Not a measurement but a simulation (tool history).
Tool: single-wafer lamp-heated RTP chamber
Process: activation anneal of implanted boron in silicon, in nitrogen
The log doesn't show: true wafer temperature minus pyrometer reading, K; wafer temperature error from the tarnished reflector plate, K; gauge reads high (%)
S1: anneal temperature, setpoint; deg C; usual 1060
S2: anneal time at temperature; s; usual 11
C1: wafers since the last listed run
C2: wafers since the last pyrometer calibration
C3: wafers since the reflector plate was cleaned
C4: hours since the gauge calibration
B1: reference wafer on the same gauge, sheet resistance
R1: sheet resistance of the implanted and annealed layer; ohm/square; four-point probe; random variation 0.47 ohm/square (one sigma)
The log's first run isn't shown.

run,hour,S1,S2,C1,C2,C3,C4,B1,R1
# hour 70.6: gauge calibrated
# hour 101.5: reflector plate cleaned
# hour 104.1: pyrometer window cleaned and pyrometer calibrated
2,104.6,1060,11,1495,7,7,34,91.56,79.89
3,160.6,1060,11,891,899,899,90,92.1,79.3
4,268.4,1060,11,1716,2615,2615,197.8,92.41,79.79
5,368.5,1060,11,1593,4209,4209,297.9,92.65,79.06
6,526.2,1037,9,2510,6719,6719,455.6,93.22,84.6
7,580.4,1037,9,862,7582,7582,509.8,93.45,85.79
8,637.2,1060,11,904,8486,8486,566.6,93.55,80.58
9,689.7,1060,11,835,9322,9322,619.1,93.81,80.22
# hour 732.6: pyrometer window cleaned and pyrometer calibrated
10,733.1,1060,11,563,8,9886,662.5,93.6,81.09
11,790.4,1048,11,912,920,10798,719.8,93.94,83.18
# hour 886.5: reflector plate cleaned
12,895.4,1048,11,1544,2465,141,824.8,94,82.91
13,993,1060,11,1553,4018,1694,922.4,94.1,81.46
14,1091.8,1042,7,1572,5591,3267,1021.2,94.2,85.91
15,1133.2,1078,11,659,6251,3926,1062.6,94.37,79.48
16,1225,1046,17,1461,7712,5388,1154.4,94.44,82.86
17,1312.1,1060,11,1386,9099,6775,1241.5,94.44,82.14
18,1378.7,1035,11,1060,10159,7835,1308.1,94.55,86.18
# hour 1397.9: pyrometer window cleaned and pyrometer calibrated
19,1432.3,1081,15,725,547,8561,1361.7,94.55,78.72
20,1489.4,1031,14,909,1456,9470,1418.8,94.53,85.71
21,1583.3,1039,7,1494,2951,10965,1512.7,94.35,86.74
# hour 1600.2: reflector plate cleaned
# hour 1629.7: gauge calibrated
22,1685.9,1071,11,1506,4457,1363,56.2,92.03,78.64
23,1790.9,1045,6,1671,6129,3035,161.2,92.32,83.35
24,1853.2,1079,5,991,7121,4027,223.5,92.71,80.71
25,1959.9,1060,11,1698,8819,5726,330.2,92.86,80.25
26,2018.2,1060,13,928,9748,6654,388.5,93.2,79.47

Run 27 comes next. What will it give?
27,2099.6,1047,15,1295,11044,7950,469.9,?,?

{"run 27": {"B1": 93.45, "R1": 82.07}}
Without the tool's hidden state the same run would have given R1 80.44 ohm/square.
